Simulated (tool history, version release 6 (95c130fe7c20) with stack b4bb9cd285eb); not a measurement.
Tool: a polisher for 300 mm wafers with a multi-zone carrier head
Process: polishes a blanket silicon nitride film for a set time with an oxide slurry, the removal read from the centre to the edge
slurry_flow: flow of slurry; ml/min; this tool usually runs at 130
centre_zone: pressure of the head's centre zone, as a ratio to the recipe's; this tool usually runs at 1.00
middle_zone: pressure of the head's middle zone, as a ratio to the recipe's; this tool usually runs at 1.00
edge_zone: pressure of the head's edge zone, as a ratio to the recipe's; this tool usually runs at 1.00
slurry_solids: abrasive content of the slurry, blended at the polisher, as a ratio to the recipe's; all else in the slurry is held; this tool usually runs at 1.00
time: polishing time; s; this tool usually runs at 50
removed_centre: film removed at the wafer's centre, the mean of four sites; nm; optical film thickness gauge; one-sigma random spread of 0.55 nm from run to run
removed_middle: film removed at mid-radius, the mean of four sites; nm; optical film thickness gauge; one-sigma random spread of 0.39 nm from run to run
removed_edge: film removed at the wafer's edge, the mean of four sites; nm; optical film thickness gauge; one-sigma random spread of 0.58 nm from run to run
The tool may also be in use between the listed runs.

| run | hour | slurry_flow | centre_zone | middle_zone | edge_zone | slurry_solids | time | incoming thickness of the incoming film, nm | removed_centre | removed_middle | removed_edge |
|---|---|---|---|---|---|---|---|---|---|---|---|
| 1 | 0.0 | 130 | 1.00 | 1.00 | 1.00 | 1.00 | 50 | 512.7 | 40.8 | 40.8 | 40.8 |
| 2 | 27.8 | 130 | 1.00 | 1.00 | 1.00 | 1.00 | 50 | 506.9 | 40.1 | 40.9 | 41.0 |
| 3 | 41.5 | 130 | 1.00 | 1.00 | 1.00 | 1.00 | 56 | 513.2 | 46.3 | 45.8 | 46.9 |
| 4 | 76.1 | 130 | 1.00 | 1.00 | 1.00 | 1.00 | 39 | 511.1 | 32.3 | 31.6 | 32.6 |
| 5 | 106.9 | 130 | 1.00 | 1.00 | 1.00 | 1.00 | 50 | 511.5 | 41.6 | 41.1 | 41.8 |
| 6 | 132.9 | 130 | 1.00 | 1.00 | 1.00 | 1.00 | 50 | 508.8 | 42.0 | 41.2 | 41.8 |
|  | 164.1 | worn pad replaced by a new one |
|  | 168.6 | centre zone pressure recalibrated |
| 7 | 175.4 | 130 | 1.00 | 1.11 | 1.00 | 1.00 | 50 | 521.4 | 41.0 | 45.0 | 41.4 |
|  | 194.4 | slurry nozzle cleaned |
|  | 197.5 | edge zone pressure recalibrated |
| 8 | 206.5 | 130 | 1.00 | 1.00 | 1.00 | 1.00 | 50 | 510.9 | 41.0 | 40.6 | 43.0 |
| 9 | 232.3 | 115 | 1.00 | 1.00 | 1.00 | 0.90 | 50 | 500.8 | 39.7 | 37.9 | 39.1 |
| 10 | 261.3 | 165 | 1.00 | 1.06 | 1.00 | 0.80 | 50 | 507.4 | 40.2 | 41.0 | 39.4 |
| 11 | 283.7 | 130 | 1.11 | 1.00 | 0.89 | 1.00 | 50 | 519.8 | 46.4 | 41.0 | 39.1 |
| 12 | 313.7 | 130 | 1.00 | 1.00 | 1.00 | 0.90 | 64 | 509.9 | 51.4 | 50.3 | 50.1 |
|  | 332.3 | worn pad replaced by a new one |
| 13 | 345.2 | 130 | 1.00 | 1.00 | 0.90 | 1.00 | 44 | 504.5 | 35.9 | 35.7 | 34.5 |
|  | 357.0 | carrier head's membrane replaced by a new one |
| 14 | 380.7 | 130 | 1.00 | 1.06 | 0.90 | 1.00 | 50 | 503.1 | 41.3 | 43.4 | 38.5 |
| 15 | 412.7 | 130 | 1.00 | 1.00 | 1.00 | 1.00 | 50 | 501.2 | 40.5 | 41.0 | 43.0 |
| 16 | 440.5 | 130 | 1.10 | 1.00 | 1.00 | 1.00 | 50 | 510.1 | 45.8 | 40.5 | 41.3 |
| 17 | 453.1 | 130 | 1.00 | 1.00 | 1.04 | 1.00 | 50 | 515.2 | 42.7 | 41.1 | 42.8 |
| 18 | 470.2 | 130 | 1.00 | 1.00 | 1.00 | 1.00 | 50 | 505.6 | 41.4 | 41.0 | 40.8 |
| 19 | 492.3 | 130 | 1.05 | 1.00 | 1.00 | 1.00 | 50 | 510.2 | 44.0 | 40.8 | 41.2 |
| 20 | 510.6 | 130 | 1.00 | 0.92 | 1.00 | 1.00 | 50 | 513.7 | 41.2 | 38.0 | 42.4 |
|  | 523.1 | worn pad replaced by a new one |
| 21 | 544.8 | 95 | 1.00 | 1.00 | 1.00 | 1.10 | 55 | 512.6 | 43.7 | 44.0 | 45.0 |
| 22 | 561.1 | 130 | 1.00 | 0.93 | 1.00 | 1.00 | 50 | 506.8 | 41.8 | 39.3 | 40.5 |
|  | 567.0 | slurry nozzle cleaned |
| 23 | 575.0 | 115 | 1.00 | 1.00 | 1.00 | 0.75 | 50 | 514.9 | 35.3 | 35.3 | 36.1 |

Branching from run 23: 3 alternative next runs. What would each branch give?
| A | 575.4 | 130 | 1.00 | 1.00 | 1.00 | 0.85 | 50 | 500.7 | ? | ? | ? |
| B | 575.4 | 100 | 0.91 | 0.97 | 1.00 | 1.10 | 50 | 500.7 | ? | ? | ? |
| C | 575.4 | 130 | 1.10 | 1.12 | 1.00 | 1.00 | 38 | 500.7 | ? | ? | ? |

| run | removed_centre | removed_middle | removed_edge |
|---|---|---|---|
| A | 38.2 | 38.2 | 39.2 |
| B | 35.9 | 38.8 | 41.7 |
| C | 34.2 | 34.0 | 31.8 |
Take away the tool's hidden state, keep each run's random variation, and the runs would have read:
| run | removed_centre | removed_middle | removed_edge |
|---|---|---|---|
| A | 38.2 | 38.2 | 39.2 |
| B | 35.9 | 38.8 | 41.7 |
| C | 34.2 | 34.0 | 31.8 |
